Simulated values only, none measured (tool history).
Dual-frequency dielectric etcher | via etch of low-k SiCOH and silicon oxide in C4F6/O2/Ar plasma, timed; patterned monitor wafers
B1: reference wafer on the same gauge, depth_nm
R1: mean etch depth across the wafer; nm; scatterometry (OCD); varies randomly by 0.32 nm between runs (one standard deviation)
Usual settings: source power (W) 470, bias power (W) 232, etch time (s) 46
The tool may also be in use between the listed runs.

{"run": 1, "hour": 0.0, "source power (W)": 470, "bias power (W)": 232, "etch time (s)": 46, "B1": 143, "R1": 132.1}
{"run": 2, "hour": 36.5, "source power (W)": 470, "bias power (W)": 232, "etch time (s)": 46, "B1": 142.9, "R1": 131.5}
{"run": 3, "hour": 87.6, "source power (W)": 470, "bias power (W)": 232, "etch time (s)": 46, "B1": 142.9, "R1": 134.8}
{"run": 4, "hour": 115.4, "source power (W)": 470, "bias power (W)": 232, "etch time (s)": 46, "B1": 143, "R1": 134.6}
{"run": 5, "hour": 155.2, "source power (W)": 470, "bias power (W)": 232, "etch time (s)": 46, "B1": 143, "R1": 134.6}
{"run": 6, "hour": 218.0, "source power (W)": 500, "bias power (W)": 199, "etch time (s)": 46, "B1": 142.9, "R1": 129.6}
{"run": 7, "hour": 410.1, "source power (W)": 500, "bias power (W)": 199, "etch time (s)": 46, "B1": 143, "R1": 127.9}
{"run": 8, "hour": 454.2, "source power (W)": 500, "bias power (W)": 199, "etch time (s)": 46, "B1": 143, "R1": 127.9}
{"run": 9, "hour": 518.9, "source power (W)": 470, "bias power (W)": 264, "etch time (s)": 46, "B1": 143, "R1": 140.3}
{"run": 10, "hour": 544.7, "source power (W)": 470, "bias power (W)": 232, "etch time (s)": 40.5, "B1": 143, "R1": 118.6}
{"run": 11, "hour": 616.1, "source power (W)": 470, "bias power (W)": 232, "etch time (s)": 40.5, "B1": 143, "R1": 117.8}
{"run": 12, "hour": 641.6, "source power (W)": 470, "bias power (W)": 232, "etch time (s)": 40.5, "B1": 143, "R1": 117.9}
{"run": 13, "hour": 698.5, "source power (W)": 560, "bias power (W)": 232, "etch time (s)": 46, "B1": 143, "R1": 138.5}
{"run": 14, "hour": 741.5, "source power (W)": 470, "bias power (W)": 232, "etch time (s)": 46, "B1": 143, "R1": 133.1}
{"run": 15, "hour": 810.6, "source power (W)": 500, "bias power (W)": 232, "etch time (s)": 38, "B1": 143, "R1": 111.3}
{"run": 16, "hour": 856.0, "source power (W)": 530, "bias power (W)": 232, "etch time (s)": 46, "B1": 143, "R1": 135.9}
{"run": 17, "hour": 884.0, "source power (W)": 500, "bias power (W)": 199, "etch time (s)": 46, "B1": 143, "R1": 127.7}
{"run": 18, "hour": 936.2, "source power (W)": 570, "bias power (W)": 232, "etch time (s)": 46, "B1": 143, "R1": 141.7}
{"run": 19, "hour": 970.6, "source power (W)": 520, "bias power (W)": 232, "etch time (s)": 46, "B1": 143.1, "R1": 137.9}
{"run": 20, "hour": 1028.3, "source power (W)": 470, "bias power (W)": 274, "etch time (s)": 39, "B1": 143, "R1": 119.6}
{"run": 21, "hour": 1059.6, "source power (W)": 440, "bias power (W)": 249, "etch time (s)": 50.5, "B1": 143, "R1": 148.2}
{"run": 22, "hour": 1129.7, "source power (W)": 470, "bias power (W)": 232, "etch time (s)": 46, "B1": 143, "R1": 133.1}
{"run": 23, "hour": 1190.8, "source power (W)": 540, "bias power (W)": 232, "etch time (s)": 46, "B1": 142.9, "R1": 136.6}
{"run": 24, "hour": 1259.1, "source power (W)": 520, "bias power (W)": 265, "etch time (s)": 40.5, "B1": 143, "R1": 123.9}
{"run": 25, "hour": 1326.6, "source power (W)": 470, "bias power (W)": 232, "etch time (s)": 46, "B1": 143, "R1": 131.3}
{"run": 26, "hour": 1472.2, "source power (W)": 470, "bias power (W)": 275, "etch time (s)": 46, "B1": 143, "R1": 140.7}
{"run": 27, "hour": 1512.1, "source power (W)": 470, "bias power (W)": 232, "etch time (s)": 38, "B1": 143, "R1": 109.7}
{"run": 28, "hour": 1544.8, "source power (W)": 430, "bias power (W)": 232, "etch time (s)": 56, "B1": 143, "R1": 157.6}

Missing from the log above: 8 entries noted between runs. For each, name the pair of listed runs it sits between and say how the tool's hidden condition differs from the listed run just before to the listed run just after:
Between runs 2 and 3: wet clean of the chamber (hour 87.1)
  etch rate over this chamber's usual, %: -2.52 -> -0.132
  measured minus no-state result, R1: -3.4 -> -0.1 nm
Between runs 8 and 9: wet clean of the chamber (hour 496.5)
  etch rate over this chamber's usual, %: -2.57 -> -0.18
  measured minus no-state result, R1: -3.4 -> -0.2 nm
Between runs 10 and 11: gauge calibrated (hour 567.4)
  etch rate over this chamber's usual, %: -0.351 -> -0.825
  measured minus no-state result, R1: -0.4 -> -0.9 nm
Between runs 15 and 16: source power generator calibrated (hour 855.5)
  etch rate over this chamber's usual, %: -2.12 -> -2.42
  measured minus no-state result, R1: -2.5 -> -3.4 nm
Between runs 17 and 18: bias power generator calibrated (hour 930.9); wet clean of the chamber (hour 935.7)
  etch rate over this chamber's usual, %: -2.6 -> -0.245
  measured minus no-state result, R1: -3.4 -> -0.4 nm
Between runs 21 and 22: upper electrode replaced (hour 1118.3)
  etch rate over this chamber's usual, %: -1.06 -> -1.53
  measured minus no-state result, R1: -1.6 -> -2.1 nm
Between runs 25 and 26: wet clean of the chamber (hour 1362.7)
  etch rate over this chamber's usual, %: -2.84 -> -1.37
  measured minus no-state result, R1: -3.8 -> -2 nm
